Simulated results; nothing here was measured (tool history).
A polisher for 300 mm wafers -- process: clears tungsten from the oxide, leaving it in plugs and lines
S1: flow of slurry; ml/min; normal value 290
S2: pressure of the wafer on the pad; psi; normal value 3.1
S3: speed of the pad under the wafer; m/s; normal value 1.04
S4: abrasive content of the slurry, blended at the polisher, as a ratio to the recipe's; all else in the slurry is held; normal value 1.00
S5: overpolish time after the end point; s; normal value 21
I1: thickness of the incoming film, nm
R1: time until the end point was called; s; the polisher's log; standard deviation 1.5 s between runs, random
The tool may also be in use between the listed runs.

run   hour   S1   S2    S3    S4  S5     I1     R1
  1    0.0  290  3.1  1.04  1.00  21  369.5  103.7
      12.7  -- slurry tank refilled with fresh slurry and peroxide
  2   34.8  290  3.1  1.04  1.00  21  365.7  103.4
      65.1  -- slurry blender recalibrated
  3   67.1  290  3.1  1.04  1.00  21  373.4   98.8
  4  158.3  290  3.1  1.04  1.00  21  360.8  101.0
  5  185.2  290  3.1  1.04  1.00  21  366.8  105.5
  6  243.8  290  4.1  1.34  1.00  13  366.9   65.9
     271.7  -- worn pad replaced by a new one
  7  307.5  290  2.7  1.04  1.00  21  370.4  112.7
  8  373.6  290  3.1  1.04  1.25  21  364.2   94.7
     403.6  -- slurry nozzle cleaned
     406.4  -- slurry tank refilled with fresh slurry and peroxide
     419.5  -- head pressure recalibrated
  9  436.5  290  3.1  1.04  1.00  21  366.4  109.1
 10  478.5  210  3.1  1.04  1.00  10  365.5  115.0
 11  545.1  290  3.1  1.04  1.00  21  361.7  116.4
     561.6  -- slurry blender recalibrated
 12  570.7  290  3.1  1.04  1.00  21  363.4   95.5
 13  614.4  290  3.1  1.04  0.90  21  372.7  108.3
 14  656.5  290  2.1  1.28  1.00  13  367.4  126.1
     680.3  -- worn pad replaced by a new one
 15  690.0  290  3.7  1.04  1.00  21  358.3   79.7
 16  747.8  290  3.8  0.76  1.00  32  368.6  112.1
 17  813.3  255  3.1  0.92  1.15  26  369.1  113.0
 18  851.0  290  3.1  1.04  1.00  21  367.5  105.5

What will run 19 give?
     870.6  -- head pressure recalibrated
     905.5  -- slurry tank refilled with fresh slurry and peroxide
 19  975.7  290  2.6  1.04  1.00  21  367.6   ?

R1: 134.9 s
With the hidden condition absent and the run-to-run variation left alone, this run would have shown R1 108.5 s.
